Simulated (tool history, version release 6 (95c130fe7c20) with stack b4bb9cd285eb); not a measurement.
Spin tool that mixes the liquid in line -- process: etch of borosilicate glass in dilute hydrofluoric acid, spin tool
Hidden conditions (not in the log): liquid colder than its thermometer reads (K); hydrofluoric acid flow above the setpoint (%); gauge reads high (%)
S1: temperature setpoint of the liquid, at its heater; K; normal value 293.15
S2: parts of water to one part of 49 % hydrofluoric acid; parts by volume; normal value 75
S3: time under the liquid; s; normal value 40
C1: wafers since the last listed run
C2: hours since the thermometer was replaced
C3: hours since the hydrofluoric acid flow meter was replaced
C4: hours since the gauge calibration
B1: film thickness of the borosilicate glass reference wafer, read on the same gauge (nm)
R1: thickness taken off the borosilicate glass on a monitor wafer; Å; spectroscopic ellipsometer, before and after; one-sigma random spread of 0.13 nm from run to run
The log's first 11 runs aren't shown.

-- hour=144.1 gauge calibrated
run 12 hour=153.0 | S1=293.15 S2=75 S3=40 | C1=195 C2=710.6 C3=2191.3 C4=8.9 | B1=120.02 | R1=150.4
run 13 hour=160.3 | S1=290.65 S2=50 S3=30 | C1=101 C2=717.9 C3=2198.6 C4=16.2 | B1=119.97 | R1=155.9
-- hour=169.8 thermometer replaced
run 14 hour=176.2 | S1=293.15 S2=75 S3=40 | C1=206 C2=6.4 C3=2214.5 C4=32.1 | B1=119.98 | R1=148.9
-- hour=187.9 hydrofluoric acid flow meter replaced
run 15 hour=193.5 | S1=290.15 S2=40 S3=55 | C1=226 C2=23.7 C3=5.6 C4=49.4 | B1=119.98 | R1=310.2
run 16 hour=201.7 | S1=295.15 S2=75 S3=40 | C1=113 C2=31.9 C3=13.8 C4=57.6 | B1=120.02 | R1=141.9
run 17 hour=213.3 | S1=293.15 S2=45 S3=40 | C1=160 C2=43.5 C3=25.4 C4=69.2 | B1=120.01 | R1=227.4
run 18 hour=221.5 | S1=290.15 S2=50 S3=45 | C1=113 C2=51.7 C3=33.6 C4=77.4 | B1=119.99 | R1=202.7
run 19 hour=235.3 | S1=293.15 S2=75 S3=40 | C1=191 C2=65.5 C3=47.4 C4=91.2 | B1=120.01 | R1=130.7
run 20 hour=250.2 | S1=293.15 S2=95 S3=30 | C1=206 C2=80.4 C3=62.3 C4=106.1 | B1=119.99 | R1=76.9
run 21 hour=259.0 | S1=293.15 S2=75 S3=40 | C1=122 C2=89.2 C3=71.1 C4=114.9 | B1=119.98 | R1=134.4
run 22 hour=275.1 | S1=293.15 S2=75 S3=50 | C1=223 C2=105.3 C3=87.2 C4=131.0 | B1=120.00 | R1=164.8
run 23 hour=288.6 | S1=293.15 S2=55 S3=60 | C1=187 C2=118.8 C3=100.7 C4=144.5 | B1=119.97 | R1=277.5
run 24 hour=306.4 | S1=296.15 S2=90 S3=35 | C1=247 C2=136.6 C3=118.5 C4=162.3 | B1=120.00 | R1=106.2
run 25 hour=320.6 | S1=296.65 S2=75 S3=30 | C1=197 C2=150.8 C3=132.7 C4=176.5 | B1=120.05 | R1=115.9
run 26 hour=338.5 | S1=290.15 S2=75 S3=40 | C1=248 C2=168.7 C3=150.6 C4=194.4 | B1=120.04 | R1=116.9
run 27 hour=346.8 | S1=293.15 S2=75 S3=40 | C1=115 C2=177.0 C3=158.9 C4=202.7 | B1=120.02 | R1=133.0
run 28 hour=364.5 | S1=293.15 S2=75 S3=40 | C1=245 C2=194.7 C3=176.6 C4=220.4 | B1=120.01 | R1=134.4
run 29 hour=374.1 | S1=293.15 S2=75 S3=40 | C1=133 C2=204.3 C3=186.2 C4=230.0 | B1=120.01 | R1=133.6
run 30 hour=382.5 | S1=290.15 S2=75 S3=60 | C1=116 C2=212.7 C3=194.6 C4=238.4 | B1=119.98 | R1=174.0
run 31 hour=396.8 | S1=293.15 S2=65 S3=50 | C1=198 C2=227.0 C3=208.9 C4=252.7 | B1=119.99 | R1=192.7
run 32 hour=409.4 | S1=293.15 S2=75 S3=30 | C1=174 C2=239.6 C3=221.5 C4=265.3 | B1=119.97 | R1=98.7
run 33 hour=424.2 | S1=290.15 S2=95 S3=50 | C1=205 C2=254.4 C3=236.3 C4=280.1 | B1=119.96 | R1=113.7

Here are 4 independent what-if runs from the current tool condition. What would each one return?
run A hour=424.6 | S1=293.15 S2=55 S3=40 | C1=5 C2=254.8 C3=236.7 C4=280.5 | B1=? | R1=?
run B hour=424.6 | S1=291.15 S2=75 S3=40 | C1=5 C2=254.8 C3=236.7 C4=280.5 | B1=? | R1=?
run C hour=424.6 | S1=293.15 S2=105 S3=30 | C1=5 C2=254.8 C3=236.7 C4=280.5 | B1=? | R1=?
run D hour=424.6 | S1=293.15 S2=75 S3=25 | C1=5 C2=254.8 C3=236.7 C4=280.5 | B1=? | R1=?

run=A B1=120.04 R1=186.3
run=B B1=120.04 R1=122.7
run=C B1=120.04 R1=69.2
run=D B1=120.04 R1=83.4
Without the tool's unlogged condition, the same runs would have read:
run=A R1=182.5
run=B R1=120.1
run=C R1=67.7
run=D R1=81.7
